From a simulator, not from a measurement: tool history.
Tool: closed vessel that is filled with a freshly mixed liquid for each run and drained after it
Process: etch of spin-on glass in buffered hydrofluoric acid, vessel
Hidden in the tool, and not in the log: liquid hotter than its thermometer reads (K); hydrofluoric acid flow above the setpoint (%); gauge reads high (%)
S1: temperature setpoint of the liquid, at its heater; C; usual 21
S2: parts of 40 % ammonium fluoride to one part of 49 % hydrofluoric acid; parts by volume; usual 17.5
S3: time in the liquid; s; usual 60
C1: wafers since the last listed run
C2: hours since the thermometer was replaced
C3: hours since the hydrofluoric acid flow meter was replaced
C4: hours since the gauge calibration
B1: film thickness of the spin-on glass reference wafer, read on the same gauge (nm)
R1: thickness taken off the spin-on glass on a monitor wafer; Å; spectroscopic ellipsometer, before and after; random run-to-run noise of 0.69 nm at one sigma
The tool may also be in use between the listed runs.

run     day    S1    S2  S3    C1     C2     C3     C4      B1      R1
  1       0    21  17.5  75     0  543.7    315    151  139.98  2090.9
  2   0.492    21  17.5  60   858  555.5  326.8  162.8     140  1694.1
  3   1.142    21  17.5  70  1134  571.1  342.4  178.4  139.98  1969.4
  4     1.5    21  17.5  60   625  579.7    351    187  140.03  1681.8
  5   2.067    21  17.5  60   988  593.3  364.6  200.6  140.01  1690.4
  6   2.796    21  17.5  60  1272  610.8  382.1  218.1  139.97  1690.5
      2.921  -- gauge calibrated
  7   3.346    21  17.5  60   959    624  395.3   10.2  140.01  1711.1
  8   3.746    21  17.5  60   698  633.6  404.9   19.8  139.96  1709.3
  9   4.167    21    21  60   734  643.7    415   29.9  139.99  1440.4
 10   4.733    21    21  60   988  657.3  428.6   43.5  139.98    1452
 11   5.392    21  17.5  60  1148  673.1  444.4   59.3  140.03  1707.3
 12   5.958    21  17.5  60   988  686.7    458   72.9     140    1714
      6.075  -- hydrofluoric acid flow meter replaced
 13   6.667    23    24  60  1163  703.7   14.2   89.9  140.04  1483.9
 14   7.325  17.5    11  60  1148  719.5     30  105.7  140.01  2230.8
      7.821  -- thermometer replaced
 15   7.896  17.5  17.5  60   923    1.8   43.7  119.4  140.03    1304
 16   8.454    21    20  75   974   15.2   57.1  132.8  140.02  1765.5
 17   9.112    21  17.5  60  1148     31   72.9  148.6  140.01  1610.4
 18   9.408  18.5  21.5  60   516   38.1     80  155.7  139.97  1164.7
 19   9.788    17  17.5  40   661   47.2   89.1  164.8  139.99   856.1
 20  10.417    21  17.5  60  1097   62.3  104.2  179.9     140  1606.3
 21  11.008    17  17.5  60  1032   76.5  118.4  194.1  139.99  1290.7
 22  11.525    21  17.5  60   901   88.9  130.8  206.5  139.98  1614.3
 23  11.871    17  19.5  45   603   97.2  139.1  214.8  140.02   880.4
     12.225  -- gauge calibrated
 24  12.529    17    24  60  1148    113  154.9    7.3     140  1000.2
 25  13.125    21  17.5  80  1039  127.3  169.2   21.6  139.99  2179.7
 26  13.562  24.5    22  90   763  137.8  179.7   32.1  139.97  2449.1
 27  14.033    23    15  60   821  149.1    191   43.4  139.98  2109.3
 28  14.417  23.5  17.5  60   668  158.3  200.2   52.6  140.02  1863.2
 29  15.154  23.5    24  90  1287    176  217.9   70.3  140.03  2185.1
 30  15.771    21  17.5  60  1076  190.8  232.7   85.1  139.99  1646.4
 31  16.129    18  13.5  60   625  199.4  241.3   93.7  140.01  1791.9
 32  16.446    21  17.5  40   552    207  248.9  101.3  139.97  1097.3
 33  16.812    23  17.5  60   639  215.8  257.7  110.1     140  1841.9

Predict each of these 4 candidate next runs independently; none follows another, all start after run 33:
  A  16.842  21    24  60  50  216.5  258.4  110.8   ?   ?
  B  16.842  21  17.5  35  50  216.5  258.4  110.8   ?   ?
  C  16.842  21    15  30  50  216.5  258.4  110.8   ?   ?
  D  16.842  25  11.5  30  50  216.5  258.4  110.8   ?   ?

run      B1      R1
  A  140.01    1266
  B  140.01   955.4
  C  140.01   953.2
  D  140.01  1538.9
The same runs, with their run-to-run variation unchanged, on a tool lacking any hidden condition would have given:
run      R1
  A  1216.9
  B   918.4
  C   916.3
  D  1480.9
